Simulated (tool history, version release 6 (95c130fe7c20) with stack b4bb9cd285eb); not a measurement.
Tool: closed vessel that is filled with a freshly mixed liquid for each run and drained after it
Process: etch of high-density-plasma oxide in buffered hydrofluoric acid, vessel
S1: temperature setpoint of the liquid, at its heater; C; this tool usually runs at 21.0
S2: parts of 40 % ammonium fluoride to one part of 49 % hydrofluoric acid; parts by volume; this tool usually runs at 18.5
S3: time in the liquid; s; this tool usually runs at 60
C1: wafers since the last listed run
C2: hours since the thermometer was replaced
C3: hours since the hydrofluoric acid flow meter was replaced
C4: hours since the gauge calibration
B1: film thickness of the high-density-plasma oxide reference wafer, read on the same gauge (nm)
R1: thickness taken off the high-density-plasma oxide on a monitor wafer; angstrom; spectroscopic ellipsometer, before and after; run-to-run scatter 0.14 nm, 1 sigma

run 1 hour=0.0 | S1=21.0 S2=21.5 S3=50 | C1=0 C2=446.2 C3=2029.2 C4=240.1 | B1=60.01 | R1=232.8
run 2 hour=14.0 | S1=21.0 S2=21.5 S3=50 | C1=2056 C2=460.2 C3=2043.2 C4=254.1 | B1=59.98 | R1=230.8
run 3 hour=27.1 | S1=21.0 S2=21.5 S3=50 | C1=1923 C2=473.3 C3=2056.3 C4=267.2 | B1=59.97 | R1=233.2
run 4 hour=43.2 | S1=21.0 S2=18.5 S3=60 | C1=2364 C2=489.4 C3=2072.4 C4=283.3 | B1=59.97 | R1=314.7
run 5 hour=68.1 | S1=21.0 S2=18.5 S3=60 | C1=3656 C2=514.3 C3=2097.3 C4=308.2 | B1=59.98 | R1=315.1
run 6 hour=88.8 | S1=21.0 S2=18.5 S3=60 | C1=3040 C2=535.0 C3=2118.0 C4=328.9 | B1=60.02 | R1=316.6
run 7 hour=109.6 | S1=21.0 S2=21.5 S3=60 | C1=3054 C2=555.8 C3=2138.8 C4=349.7 | B1=60.00 | R1=278.4
run 8 hour=129.7 | S1=21.0 S2=21.5 S3=60 | C1=2951 C2=575.9 C3=2158.9 C4=369.8 | B1=60.00 | R1=279.0
run 9 hour=161.4 | S1=21.0 S2=21.5 S3=60 | C1=4655 C2=607.6 C3=2190.6 C4=401.5 | B1=59.95 | R1=278.3
-- hour=195.3 hydrofluoric acid flow meter replaced
-- hour=257.6 thermometer replaced
run 10 hour=257.9 | S1=21.0 S2=18.5 S3=60 | C1=13878 C2=0.3 C3=62.6 C4=498.0 | B1=59.98 | R1=316.1
run 11 hour=271.5 | S1=21.0 S2=18.5 S3=90 | C1=1997 C2=13.9 C3=76.2 C4=511.6 | B1=60.04 | R1=476.6
run 12 hour=302.7 | S1=19.0 S2=18.5 S3=60 | C1=4582 C2=45.1 C3=107.4 C4=542.8 | B1=60.04 | R1=284.5
-- hour=351.2 gauge calibrated
run 13 hour=387.9 | S1=22.5 S2=18.5 S3=60 | C1=12512 C2=130.3 C3=192.6 C4=36.7 | B1=59.98 | R1=342.7
run 14 hour=411.1 | S1=21.0 S2=18.5 S3=30 | C1=3407 C2=153.5 C3=215.8 C4=59.9 | B1=60.06 | R1=159.1
run 15 hour=427.8 | S1=25.5 S2=18.5 S3=60 | C1=2452 C2=170.2 C3=232.5 C4=76.6 | B1=60.00 | R1=406.1

Run 16 is up next; what results do you expect?
run 16 hour=451.8 | S1=21.0 S2=18.5 S3=60 | C1=3524 C2=194.2 C3=256.5 C4=100.6 | B1=? | R1=?

Run 16 yielded B1 60.01, R1 315.1 angstrom.
With the hidden condition absent and the run-to-run variation left alone, this run would have shown R1 315.1 angstrom.
